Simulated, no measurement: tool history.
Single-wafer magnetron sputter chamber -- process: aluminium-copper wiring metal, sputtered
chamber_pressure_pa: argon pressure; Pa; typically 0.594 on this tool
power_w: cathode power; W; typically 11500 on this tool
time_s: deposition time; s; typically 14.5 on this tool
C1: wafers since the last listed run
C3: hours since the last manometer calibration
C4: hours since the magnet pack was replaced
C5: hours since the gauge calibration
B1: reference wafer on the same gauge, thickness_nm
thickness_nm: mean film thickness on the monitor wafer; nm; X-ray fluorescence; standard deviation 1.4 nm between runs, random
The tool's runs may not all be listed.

run 1 hour=0.0 | chamber_pressure_pa=0.594 power_w=11500 time_s=14.5 | C1=0 wafers_on_the_sputter_target=4144 C3=233.6 C4=5746.6 C5=1737.9 | B1=273.312 | thickness_nm=269.519
run 2 hour=104.5 | chamber_pressure_pa=0.594 power_w=11500 time_s=14.5 | C1=1844 wafers_on_the_sputter_target=5988 C3=338.1 C4=5851.1 C5=1842.4 | B1=274.265 | thickness_nm=271.305
run 3 hour=179.5 | chamber_pressure_pa=0.594 power_w=11500 time_s=14.5 | C1=1323 wafers_on_the_sputter_target=7312 C3=413.1 C4=5926.1 C5=1917.4 | B1=274.336 | thickness_nm=268.717
run 4 hour=232.6 | chamber_pressure_pa=0.594 power_w=11500 time_s=14.5 | C1=937 wafers_on_the_sputter_target=8249 C3=466.2 C4=5979.2 C5=1970.5 | B1=273.795 | thickness_nm=271.751
run 5 hour=290.2 | chamber_pressure_pa=0.594 power_w=11500 time_s=14.5 | C1=1016 wafers_on_the_sputter_target=9265 C3=523.8 C4=6036.8 C5=2028.1 | B1=274.958 | thickness_nm=270.557
run 6 hour=361.4 | chamber_pressure_pa=0.594 power_w=11500 time_s=14.5 | C1=1256 wafers_on_the_sputter_target=10522 C3=595.0 C4=6108.0 C5=2099.3 | B1=274.461 | thickness_nm=270.368
-- hour=411.8 sputter target and shields replaced
run 7 hour=422.5 | chamber_pressure_pa=0.594 power_w=11500 time_s=14.5 | C1=937 wafers_on_the_sputter_target=188 C3=656.1 C4=6169.1 C5=2160.4 | B1=274.285 | thickness_nm=270.494
run 8 hour=634.3 | chamber_pressure_pa=0.594 power_w=11500 time_s=14.5 | C1=3737 wafers_on_the_sputter_target=3926 C3=867.9 C4=6380.9 C5=2372.2 | B1=274.787 | thickness_nm=273.280
run 9 hour=735.7 | chamber_pressure_pa=0.594 power_w=11500 time_s=15.9 | C1=1789 wafers_on_the_sputter_target=5716 C3=969.3 C4=6482.3 C5=2473.6 | B1=274.653 | thickness_nm=298.896
-- hour=779.3 capacitance manometer re-zeroed and calibrated
run 10 hour=814.9 | chamber_pressure_pa=0.594 power_w=11500 time_s=15.9 | C1=1256 wafers_on_the_sputter_target=6972 C3=35.6 C4=6561.5 C5=2552.8 | B1=275.270 | thickness_nm=298.113
run 11 hour=889.1 | chamber_pressure_pa=0.594 power_w=11500 time_s=15.9 | C1=1309 wafers_on_the_sputter_target=8282 C3=109.8 C4=6635.7 C5=2627.0 | B1=276.012 | thickness_nm=298.034
run 12 hour=964.7 | chamber_pressure_pa=0.594 power_w=11500 time_s=14.5 | C1=1334 wafers_on_the_sputter_target=9616 C3=185.4 C4=6711.3 C5=2702.6 | B1=276.204 | thickness_nm=270.270
run 13 hour=1053.5 | chamber_pressure_pa=0.594 power_w=11500 time_s=14.5 | C1=1567 wafers_on_the_sputter_target=11183 C3=274.2 C4=6800.1 C5=2791.4 | B1=276.564 | thickness_nm=273.494
-- hour=1068.5 sputter target and shields replaced
run 14 hour=1115.3 | chamber_pressure_pa=0.481 power_w=13950 time_s=13.0 | C1=949 wafers_on_the_sputter_target=825 C3=336.0 C4=6861.9 C5=2853.2 | B1=276.228 | thickness_nm=298.490
-- hour=1153.5 magnet pack replaced
run 15 hour=1212.4 | chamber_pressure_pa=0.594 power_w=11500 time_s=16.0 | C1=1572 wafers_on_the_sputter_target=2398 C3=433.1 C4=58.9 C5=2950.3 | B1=276.483 | thickness_nm=302.791
run 16 hour=1287.8 | chamber_pressure_pa=0.719 power_w=14050 time_s=14.5 | C1=1330 wafers_on_the_sputter_target=3728 C3=508.5 C4=134.3 C5=3025.7 | B1=276.323 | thickness_nm=302.107
run 17 hour=1359.7 | chamber_pressure_pa=0.496 power_w=12300 time_s=17.3 | C1=1268 wafers_on_the_sputter_target=4997 C3=580.4 C4=206.2 C5=3097.6 | B1=277.028 | thickness_nm=358.890
run 18 hour=1465.3 | chamber_pressure_pa=0.594 power_w=9750 time_s=14.5 | C1=1863 wafers_on_the_sputter_target=6861 C3=686.0 C4=311.8 C5=3203.2 | B1=277.028 | thickness_nm=244.517
run 19 hour=1519.6 | chamber_pressure_pa=0.594 power_w=11500 time_s=14.5 | C1=958 wafers_on_the_sputter_target=7819 C3=740.3 C4=366.1 C5=3257.5 | B1=277.454 | thickness_nm=271.601
run 20 hour=1616.1 | chamber_pressure_pa=0.594 power_w=9400 time_s=15.6 | C1=1703 wafers_on_the_sputter_target=9522 C3=836.8 C4=462.6 C5=3354.0 | B1=277.517 | thickness_nm=250.578
-- hour=1672.1 sputter target and shields replaced
run 21 hour=1695.3 | chamber_pressure_pa=0.594 power_w=11500 time_s=14.5 | C1=1256 wafers_on_the_sputter_target=410 C3=916.0 C4=541.8 C5=3433.2 | B1=277.290 | thickness_nm=275.563
-- hour=1750.6 gauge calibrated
run 22 hour=1760.1 | chamber_pressure_pa=0.671 power_w=13850 time_s=14.5 | C1=1143 wafers_on_the_sputter_target=1553 C3=980.8 C4=606.6 C5=9.5 | B1=269.974 | thickness_nm=297.381
run 23 hour=1834.2 | chamber_pressure_pa=0.426 power_w=13600 time_s=15.3 | C1=1307 wafers_on_the_sputter_target=2861 C3=1054.9 C4=680.7 C5=83.6 | B1=270.190 | thickness_nm=349.566
-- hour=1886.5 capacitance manometer re-zeroed and calibrated
run 24 hour=1895.2 | chamber_pressure_pa=0.365 power_w=9450 time_s=12.2 | C1=935 wafers_on_the_sputter_target=3796 C3=8.7 C4=741.7 C5=144.6 | B1=270.619 | thickness_nm=218.467
run 25 hour=1987.9 | chamber_pressure_pa=0.742 power_w=14000 time_s=14.5 | C1=1636 wafers_on_the_sputter_target=5432 C3=101.4 C4=834.4 C5=237.3 | B1=270.591 | thickness_nm=291.371
run 26 hour=2034.1 | chamber_pressure_pa=0.594 power_w=11500 time_s=14.5 | C1=815 wafers_on_the_sputter_target=6248 C3=147.6 C4=880.6 C5=283.5 | B1=270.608 | thickness_nm=268.188
run 27 hour=2128.3 | chamber_pressure_pa=0.594 power_w=11500 time_s=14.5 | C1=1662 wafers_on_the_sputter_target=7910 C3=241.8 C4=974.8 C5=377.7 | B1=270.983 | thickness_nm=270.587
run 28 hour=2175.1 | chamber_pressure_pa=0.465 power_w=11500 time_s=14.5 | C1=825 wafers_on_the_sputter_target=8736 C3=288.6 C4=1021.6 C5=424.5 | B1=270.691 | thickness_nm=285.414
run 29 hour=2268.3 | chamber_pressure_pa=0.531 power_w=11500 time_s=11.7 | C1=1644 wafers_on_the_sputter_target=10381 C3=381.8 C4=1114.8 C5=517.7 | B1=271.522 | thickness_nm=221.821
-- hour=2335.0 sputter target and shields replaced
run 30 hour=2352.1 | chamber_pressure_pa=0.514 power_w=8850 time_s=15.5 | C1=1337 wafers_on_the_sputter_target=302 C3=465.6 C4=1198.6 C5=601.5 | B1=271.622 | thickness_nm=246.066
run 31 hour=2438.1 | chamber_pressure_pa=0.683 power_w=13050 time_s=14.5 | C1=1517 wafers_on_the_sputter_target=1820 C3=551.6 C4=1284.6 C5=687.5 | B1=271.704 | thickness_nm=284.469
run 32 hour=2514.2 | chamber_pressure_pa=0.798 power_w=10050 time_s=12.8 | C1=1343 wafers_on_the_sputter_target=3163 C3=627.7 C4=1360.7 C5=763.6 | B1=272.101 | thickness_nm=195.150
run 33 hour=2796.7 | chamber_pressure_pa=0.594 power_w=9650 time_s=17.3 | C1=4985 wafers_on_the_sputter_target=8148 C3=910.2 C4=1643.2 C5=1046.1 | B1=272.479 | thickness_nm=279.856

What differs in the tool's unlogged condition from the final listed run ahead of each entry between runs to the first listed run following it?
From run 6 to run 7: sputter target and shields replaced (hour 411.8)
  gauge reads high (%): 1.24 -> 1.29
  difference, measured minus the result without the unlogged condition, thickness_nm: +3.308 -> +3.453 nm
From run 9 to run 10: capacitance manometer re-zeroed and calibrated (hour 779.3)
  gauge reads high (%): 1.57 -> 1.64
  difference, measured minus the result without the unlogged condition, thickness_nm: +4.628 -> +4.819 nm
From run 13 to run 14: sputter target and shields replaced (hour 1068.5)
  gauge reads high (%): 1.86 -> 1.91
  difference, measured minus the result without the unlogged condition, thickness_nm: +4.984 -> +5.598 nm
From run 14 to run 15: magnet pack replaced (hour 1153.5)
  gauge reads high (%): 1.91 -> 2
  difference, measured minus the result without the unlogged condition, thickness_nm: +5.598 -> +5.931 nm
From run 20 to run 21: sputter target and shields replaced (hour 1672.1)
  gauge reads high (%): 2.36 -> 2.43
  difference, measured minus the result without the unlogged condition, thickness_nm: +5.774 -> +6.535 nm
From run 21 to run 22: gauge calibrated (hour 1750.6)
  gauge reads high (%): 2.43 -> -0.375
  difference, measured minus the result without the unlogged condition, thickness_nm: +6.535 -> -1.119 nm
From run 23 to run 24: capacitance manometer re-zeroed and calibrated (hour 1886.5)
  gauge reads high (%): -0.309 -> -0.254
  difference, measured minus the result without the unlogged condition, thickness_nm: -1.082 -> -0.556 nm
From run 29 to run 30: sputter target and shields replaced (hour 2335.0)
  gauge reads high (%): 0.0789 -> 0.154
  difference, measured minus the result without the unlogged condition, thickness_nm: +0.175 -> +0.378 nm

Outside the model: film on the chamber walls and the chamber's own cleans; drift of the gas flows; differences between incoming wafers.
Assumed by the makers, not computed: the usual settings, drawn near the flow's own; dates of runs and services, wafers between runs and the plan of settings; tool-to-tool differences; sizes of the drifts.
